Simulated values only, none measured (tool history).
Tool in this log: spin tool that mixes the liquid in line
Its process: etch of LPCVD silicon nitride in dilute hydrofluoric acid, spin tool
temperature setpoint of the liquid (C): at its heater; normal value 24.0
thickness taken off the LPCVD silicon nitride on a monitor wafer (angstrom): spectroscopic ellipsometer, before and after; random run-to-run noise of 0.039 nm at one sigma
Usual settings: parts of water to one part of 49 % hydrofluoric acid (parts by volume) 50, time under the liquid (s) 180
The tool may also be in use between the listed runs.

run	day	temperature setpoint of the liquid (C)	parts of water to one part of 49 % hydrofluoric acid (parts by volume)	time under the liquid (s)	wafers since the last listed run	hours since the thermometer was replaced	hours since the hydrofluoric acid flow meter was replaced	hours since the gauge calibration	read-back film thickness of the LPCVD silicon nitride reference wafer, read on the same gauge (nm)	thickness taken off the LPCVD silicon nitride on a monitor wafer (angstrom)
1	0.000	21.0	50	180	0	931.2	1091.3	704.5	70.001	15.09
2	1.862	21.0	50	180	270	975.9	1136.0	749.2	69.987	15.04
3	4.762	21.0	50	180	421	1045.5	1205.6	818.8	70.020	14.72
4	6.421	24.0	50	210	241	1085.3	1245.4	858.6	69.964	21.99
5	8.058	24.0	50	210	238	1124.6	1284.7	897.9	70.012	21.95
6	10.800	24.0	50	180	398	1190.4	1350.5	963.7	69.986	19.24
7	19.383	23.0	50	180	1248	1396.4	1556.5	1169.7	70.036	18.24
8	20.517	24.0	50	180	164	1423.6	1583.7	1196.9	70.006	19.16
9	22.746	20.0	50	180	324	1477.1	1637.2	1250.4	70.013	15.06
10	23.988	20.0	50	180	180	1506.9	1667.0	1280.2	69.981	14.80
11	25.846	24.0	50	180	270	1551.5	1711.6	1324.8	69.983	19.18
# day 27.050: gauge calibrated
12	27.283	24.0	50	180	209	1586.0	1746.1	5.6	69.991	19.76
13	30.112	24.0	50	180	411	1653.9	1814.0	73.5	69.972	19.07
14	31.471	24.0	50	180	197	1686.5	1846.6	106.1	70.009	20.62
15	32.579	24.0	50	180	161	1713.1	1873.2	132.7	70.010	20.61
16	35.462	21.5	60	145	419	1782.3	1942.4	201.9	69.991	11.33
# day 36.579: thermometer replaced
17	37.454	24.0	50	215	283	21.0	1990.2	249.7	69.993	25.40
18	40.154	29.0	50	180	392	85.8	2055.0	314.5	70.011	29.18
19	41.858	24.0	70	180	247	126.7	2095.9	355.4	69.988	15.46
20	43.958	25.5	50	180	305	177.1	2146.3	405.8	70.002	23.81
# day 45.617: thermometer replaced, repeated, since the last time left the tool worse
21	46.833	20.5	50	265	412	29.2	2215.3	474.8	69.990	20.89
22	49.588	22.5	50	105	400	95.3	2281.4	540.9	69.992	9.20
# day 51.975: hydrofluoric acid flow meter replaced
23	52.229	24.0	50	85	378	158.7	6.1	604.3	69.985	8.46
24	54.796	24.0	40	265	373	220.3	67.7	665.9	70.001	33.03
25	56.858	19.5	40	115	299	269.8	117.2	715.4	69.979	10.11
26	58.200	19.5	50	180	195	302.0	149.4	747.6	70.019	13.50
27	60.142	24.0	50	180	282	348.6	196.0	794.2	69.989	17.32
28	67.200	24.0	50	180	1026	518.0	365.4	963.6	70.008	18.43
29	68.662	24.0	50	180	212	553.1	400.5	998.7	70.014	18.24
30	71.033	24.0	50	180	344	610.0	457.4	1055.6	70.010	18.84
31	73.379	20.0	65	150	341	666.3	513.7	1111.9	69.992	8.80

Hidden condition of the tool, last listed run before each entry between runs versus first listed run after:
After run 11, before run 12: gauge calibrated (day 27.050)
  liquid hotter than its thermometer reads (K): 1.75 -> 1.79
  measured value less the no-hidden-state value, thickness taken off the LPCVD silicon nitride on a monitor wafer (angstrom): +2.13 -> +2.23
After run 16, before run 17: thermometer replaced (day 36.579)
  liquid hotter than its thermometer reads (K): 2 -> 3.04
  measured value less the no-hidden-state value, thickness taken off the LPCVD silicon nitride on a monitor wafer (angstrom): +1.44 -> +4.66
After run 20, before run 21: thermometer replaced, repeated, since the last time left the tool worse (day 45.617)
  liquid hotter than its thermometer reads (K): 3.21 -> 0.134
  measured value less the no-hidden-state value, thickness taken off the LPCVD silicon nitride on a monitor wafer (angstrom): +4.54 -> +0.19
After run 22, before run 23: hydrofluoric acid flow meter replaced (day 51.975)
  liquid hotter than its thermometer reads (K): 0.207 -> 0.277
  measured value less the no-hidden-state value, thickness taken off the LPCVD silicon nitride on a monitor wafer (angstrom): +0.13 -> +0.16
